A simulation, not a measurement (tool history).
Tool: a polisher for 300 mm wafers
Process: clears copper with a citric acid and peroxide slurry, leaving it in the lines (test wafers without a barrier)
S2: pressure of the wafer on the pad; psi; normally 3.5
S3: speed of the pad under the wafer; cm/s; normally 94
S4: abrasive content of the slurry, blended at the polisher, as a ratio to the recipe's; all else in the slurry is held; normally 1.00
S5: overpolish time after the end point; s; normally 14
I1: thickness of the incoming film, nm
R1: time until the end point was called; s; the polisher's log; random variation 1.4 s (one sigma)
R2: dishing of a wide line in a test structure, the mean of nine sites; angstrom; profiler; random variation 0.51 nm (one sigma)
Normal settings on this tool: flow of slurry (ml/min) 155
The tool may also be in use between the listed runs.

Run 1, hour 0.0: usual settings; I1 322.0. Result: R1 150.3 s, R2 212 angstrom.
Run 2, hour 21.7: usual settings; I1 318.0. Result: R1 150.6 s, R2 206 angstrom.
At hour 44.3: slurry nozzle cleaned.
Run 3, hour 46.0: usual settings; I1 324.0. Result: R1 146.0 s, R2 216 angstrom.
Run 4, hour 76.9: usual settings; I1 322.6. Result: R1 147.7 s, R2 216 angstrom.
Run 5, hour 134.6: usual settings; I1 324.9. Result: R1 147.3 s, R2 218 angstrom.
At hour 149.2: slurry blender recalibrated.
At hour 149.8: worn pad replaced by a new one.
Run 6, hour 154.1: usual settings; I1 320.0. Result: R1 146.5 s, R2 222 angstrom.
Run 7, hour 185.5: usual settings; I1 324.7. Result: R1 149.1 s, R2 217 angstrom.
Run 8, hour 200.5: usual settings; I1 317.9. Result: R1 143.5 s, R2 219 angstrom.
Run 9, hour 216.2: usual settings; I1 319.9. Result: R1 148.1 s, R2 221 angstrom.
Run 10, hour 249.1: usual settings but S4 1.30; I1 322.2. Result: R1 141.8 s, R2 235 angstrom.
Run 11, hour 261.2: usual settings but S3 110 cm/s; I1 322.5. Result: R1 127.3 s, R2 246 angstrom.
Run 12, hour 284.1: usual settings but S3 106 cm/s, S4 0.80; I1 320.5. Result: R1 135.4 s, R2 236 angstrom.
Run 13, hour 315.6: usual settings but flow of slurry (ml/min) 125; I1 323.7. Result: R1 152.6 s, R2 209 angstrom.
Run 14, hour 329.1: usual settings but S3 106 cm/s; I1 324.0. Result: R1 133.7 s, R2 240 angstrom.
Run 15, hour 353.6: usual settings but flow of slurry (ml/min) 200, S4 0.80; I1 325.8. Result: R1 152.0 s, R2 225 angstrom.
Run 16, hour 365.7: usual settings but S4 1.30; I1 324.1. Result: R1 139.2 s, R2 233 angstrom.
At hour 373.4: worn pad replaced by a new one.
Run 17, hour 394.1: usual settings but flow of slurry (ml/min) 125; I1 332.0. Result: R1 157.5 s, R2 215 angstrom.
Run 18, hour 412.3: usual settings but S3 104 cm/s; I1 323.4. Result: R1 136.6 s, R2 251 angstrom.
Run 19, hour 443.3: usual settings but flow of slurry (ml/min) 110, S3 124 cm/s, S4 1.20, S5 20 s; I1 328.4. Result: R1 117.4 s, R2 381 angstrom.
At hour 463.6: head pressure recalibrated.
At hour 472.2: slurry blender recalibrated.
Run 20, hour 476.7: usual settings; I1 325.8. Result: R1 148.8 s, R2 221 angstrom.
Run 21, hour 506.2: usual settings but flow of slurry (ml/min) 205; I1 318.4. Result: R1 141.3 s, R2 231 angstrom.
Run 22, hour 537.5: usual settings but flow of slurry (ml/min) 185, S2 2.6 psi, S3 70 cm/s; I1 326.4. Result: R1 258.0 s, R2 131 angstrom.
At hour 573.8: worn pad replaced by a new one.
Run 23, hour 574.3: usual settings; I1 317.8. Result: R1 146.0 s, R2 220 angstrom.
Run 24, hour 597.4: usual settings but flow of slurry (ml/min) 170, S3 66 cm/s, S4 1.25, S5 18 s; I1 328.7. Result: R1 201.0 s, R2 211 angstrom.
Run 25, hour 623.9: usual settings but S2 2.3 psi; I1 324.9. Result: R1 227.3 s, R2 142 angstrom.
Run 26, hour 657.0: usual settings but S4 0.70, S5 17 s; I1 330.3. Result: R1 166.1 s, R2 253 angstrom.
Run 27, hour 690.4: usual settings but S2 4.1 psi; I1 324.1. Result: R1 130.5 s, R2 252 angstrom.

Expected results for the next run?
Run 28, hour 725.6: usual settings but S2 3.8 psi, S3 80 cm/s; I1 327.9. Result: R1 ?, R2 ?.

{"run 28": {"R1": 165.4, "R2": 193}}
Were there no unlogged condition in the tool, this run, its random variation unchanged, would have produced R1 159.3 s, R2 200 angstrom.

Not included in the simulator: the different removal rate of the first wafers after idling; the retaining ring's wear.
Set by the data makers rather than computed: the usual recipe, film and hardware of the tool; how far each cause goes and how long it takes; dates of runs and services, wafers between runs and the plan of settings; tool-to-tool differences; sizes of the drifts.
